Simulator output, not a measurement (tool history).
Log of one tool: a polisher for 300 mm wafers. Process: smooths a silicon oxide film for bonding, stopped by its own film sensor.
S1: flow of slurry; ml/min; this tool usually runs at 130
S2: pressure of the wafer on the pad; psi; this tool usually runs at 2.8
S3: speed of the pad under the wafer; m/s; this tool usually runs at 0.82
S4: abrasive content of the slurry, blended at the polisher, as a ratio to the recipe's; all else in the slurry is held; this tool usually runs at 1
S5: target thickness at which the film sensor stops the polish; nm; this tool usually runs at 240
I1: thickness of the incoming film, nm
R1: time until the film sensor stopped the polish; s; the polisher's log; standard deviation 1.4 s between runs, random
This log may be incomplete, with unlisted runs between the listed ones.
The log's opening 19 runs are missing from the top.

| run | hour | S1 | S2 | S3 | S4 | S5 | I1 | R1 |
|---|---|---|---|---|---|---|---|---|
|  | 1359.4 | head pressure recalibrated |
|  | 1431.2 | slurry blender recalibrated |
| 20 | 1465.4 | 130 | 1.8 | 0.82 | 1 | 240 | 312.1 | 104.2 |
| 21 | 1532.8 | 130 | 2.8 | 0.82 | 1 | 240 | 305.3 | 70.5 |
|  | 1555 | slurry nozzle cleaned |
|  | 1568.8 | worn pad replaced by a new one, of another model than before |
| 22 | 1640.5 | 130 | 3.7 | 0.82 | 1.3 | 240 | 316.4 | 64.8 |
| 23 | 1722.5 | 130 | 2.8 | 0.82 | 1.2 | 240 | 306.9 | 67.1 |
| 24 | 1794 | 130 | 2.8 | 0.82 | 1 | 240 | 308.7 | 74.4 |
|  | 1957.8 | head pressure recalibrated |
|  | 2003.2 | slurry blender recalibrated |
| 25 | 2080.1 | 95 | 2.8 | 1.06 | 1 | 240 | 304.6 | 72.6 |
| 26 | 2132 | 130 | 2.8 | 0.82 | 1 | 240 | 305 | 72.2 |
|  | 2182.9 | slurry nozzle cleaned |
| 27 | 2184.9 | 130 | 3.3 | 0.6 | 0.9 | 257 | 313.6 | 69.8 |
|  | 2216.6 | worn pad replaced by a new one |
| 28 | 2292.5 | 165 | 2.8 | 0.82 | 1 | 240 | 307.3 | 68.6 |
| 29 | 2341.4 | 130 | 2.8 | 0.98 | 1 | 240 | 313.6 | 71.4 |
| 30 | 2497.5 | 130 | 2.8 | 0.82 | 1 | 240 | 315.6 | 83.4 |

4 ways to go on from here, each from the tool as it stands after run 30. What would each give?
| A | 2498 | 130 | 2.8 | 0.62 | 1 | 240 | 306.9 | ? |
| B | 2498 | 130 | 3.7 | 0.82 | 1 | 240 | 306.9 | ? |
| C | 2498 | 130 | 2.8 | 0.82 | 1.1 | 240 | 306.9 | ? |
| D | 2498 | 130 | 3.7 | 0.64 | 1 | 231 | 306.9 | ? |

| run | R1 |
|---|---|
| A | 81.8 |
| B | 63 |
| C | 69.1 |
| D | 80.3 |
What these runs would have given with no unlogged condition in the tool:
| run | R1 |
|---|---|
| A | 85.9 |
| B | 66.1 |
| C | 72.5 |
| D | 84.2 |
